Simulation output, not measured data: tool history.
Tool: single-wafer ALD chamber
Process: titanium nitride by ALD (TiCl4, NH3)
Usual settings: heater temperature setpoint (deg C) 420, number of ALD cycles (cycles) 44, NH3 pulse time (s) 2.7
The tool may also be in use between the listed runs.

run	hour	heater temperature setpoint (deg C)	number of ALD cycles (cycles)	NH3 pulse time (s)	wafers since the last listed run	hours since the last thermocouple change	hours since the showerhead was replaced	hours since the gauge calibration	read-back reference wafer on the same gauge, thickness_nm	mean film thickness on the monitor wafer (Å)
1	0	420	44	2.7	0	1794	7631.2	139.1	0.982	9.81
2	14.1	420	44	2.7	52	1808.1	7645.3	153.2	0.984	9.76
3	20.4	430	44	2.7	23	1814.4	7651.6	159.5	0.983	9.78
4	30.3	430	44	2.7	36	1824.3	7661.5	169.4	0.983	9.75
5	37.5	430	44	2.7	26	1831.5	7668.7	176.6	0.983	9.75
6	49.9	420	44	2.7	46	1843.9	7681.1	189	0.983	9.81
# hour 57.2: gauge calibrated
7	64.2	420	44	2.7	53	1858.2	7695.4	7	0.983	9.81
# hour 86.5: thermocouple changed; heater temperature recalibrated
8	87	425	48	1.95	54	0.5	7718.2	29.8	0.983	10.61
# hour 102.7: showerhead replaced
9	103.2	430	44	2.7	30	16.7	0.5	46	0.983	9.75
10	123.7	416	44	2.7	76	37.2	21	66.5	0.983	9.76
11	132.2	429	44	2.7	31	45.7	29.5	75	0.983	9.8
12	158.1	428	38	3.14	96	71.6	55.4	100.9	0.983	8.45
13	168.6	420	37	3.34	38	82.1	65.9	111.4	0.983	8.22
14	179.3	410	44	2.7	39	92.8	76.6	122.1	0.983	9.78

Forecast each of these 4 alternatives for the next run:
A	179.8	420	44	2.7	1	93.3	77.1	122.6	?	?
B	179.8	409	44	2.7	1	93.3	77.1	122.6	?	?
C	179.8	420	39	3.65	1	93.3	77.1	122.6	?	?
D	179.8	420	36	2.08	1	93.3	77.1	122.6	?	?

run	read-back reference wafer on the same gauge, thickness_nm	mean film thickness on the monitor wafer (Å)
A	0.983	9.78
B	0.983	9.76
C	0.983	8.71
D	0.983	7.97
Without the tool's hidden state the same runs would have given:
run	mean film thickness on the monitor wafer (Å)
A	9.78
B	9.76
C	8.71
D	7.97
